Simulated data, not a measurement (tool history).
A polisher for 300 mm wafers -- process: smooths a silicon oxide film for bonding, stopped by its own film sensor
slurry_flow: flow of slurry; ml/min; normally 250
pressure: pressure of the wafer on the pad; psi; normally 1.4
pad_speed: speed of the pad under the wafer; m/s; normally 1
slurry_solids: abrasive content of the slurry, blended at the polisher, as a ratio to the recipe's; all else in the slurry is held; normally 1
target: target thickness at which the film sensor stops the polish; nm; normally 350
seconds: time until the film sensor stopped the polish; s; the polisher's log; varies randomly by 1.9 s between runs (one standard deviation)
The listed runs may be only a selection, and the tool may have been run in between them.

run    hour  slurry_flow  pressure  pad_speed  slurry_solids  target  incoming thickness of the incoming film, nm  seconds
  1       0          250       1.3          1              1     350                                          388    112.2
       24.6  -- slurry nozzle cleaned
       30.5  -- head pressure recalibrated
  2   137.6          250       1.4          1              1     350                                        387.1     94.2
      146.9  -- worn pad replaced by a new one
        172  -- slurry blender recalibrated
  3   209.2          250       1.4          1              1     350                                        383.1       86
  4   278.4          250       1.4          1              1     350                                          394    117.1
  5   302.4          250       1.2          1            1.2     350                                        384.4     91.6
  6   418.5          250       1.4          1              1     350                                        387.6     97.8
      426.9  -- worn pad replaced by a new one
      454.3  -- slurry nozzle cleaned
  7     477          250       1.4          1              1     350                                        388.3     98.1
  8   501.1          250       1.4          1              1     350                                        389.3    106.3
  9   525.4          220       1.4          1              1     353                                        387.6     97.4
 10   585.7          300       1.4       1.24              1     337                                        384.6    108.9
      608.8  -- slurry blender recalibrated
 11   638.1          250       1.4          1              1     350                                        385.8       94
      684.3  -- worn pad replaced by a new one
 12   686.3          250       1.4          1              1     350                                        384.3     90.1
 13   742.3          250       1.4          1              1     342                                        388.4    126.1
 14   806.6          250       1.4          1            1.2     360                                          395     88.2
      813.2  -- head pressure recalibrated
 15   834.3          340       1.4          1              1     350                                        390.9      100
      876.9  -- slurry nozzle cleaned
 16   910.7          250       1.8       1.36           0.85     341                                        386.5     79.9
      954.8  -- worn pad replaced by a new one
     1015.9  -- slurry blender recalibrated
 17  1097.1          250       1.4          1            1.1     350                                        394.7    109.7
     1204.9  -- worn pad replaced by a new one
 18  1220.6          250       1.9          1              1     350                                        392.9     82.8

Per-run results on a tool with no hidden state, each run keeping its own random variation:
Hidden state at play: removal rate lost through wear of the pad, %; slurry flow missing at the pad, %; deviation of the head's pressure from its setpoint, %; abrasive missing from the slurry, %.
run  seconds
  1    101.2
  2       91
  3     81.8
  4    109.9
  5     85.7
  6     90.1
  7     89.9
  8     97.1
  9     88.9
 10       99
 11     85.1
 12     81.5
 13    113.8
 14     79.4
 15     99.6
 16     77.8
 17    102.9
 18     76.5
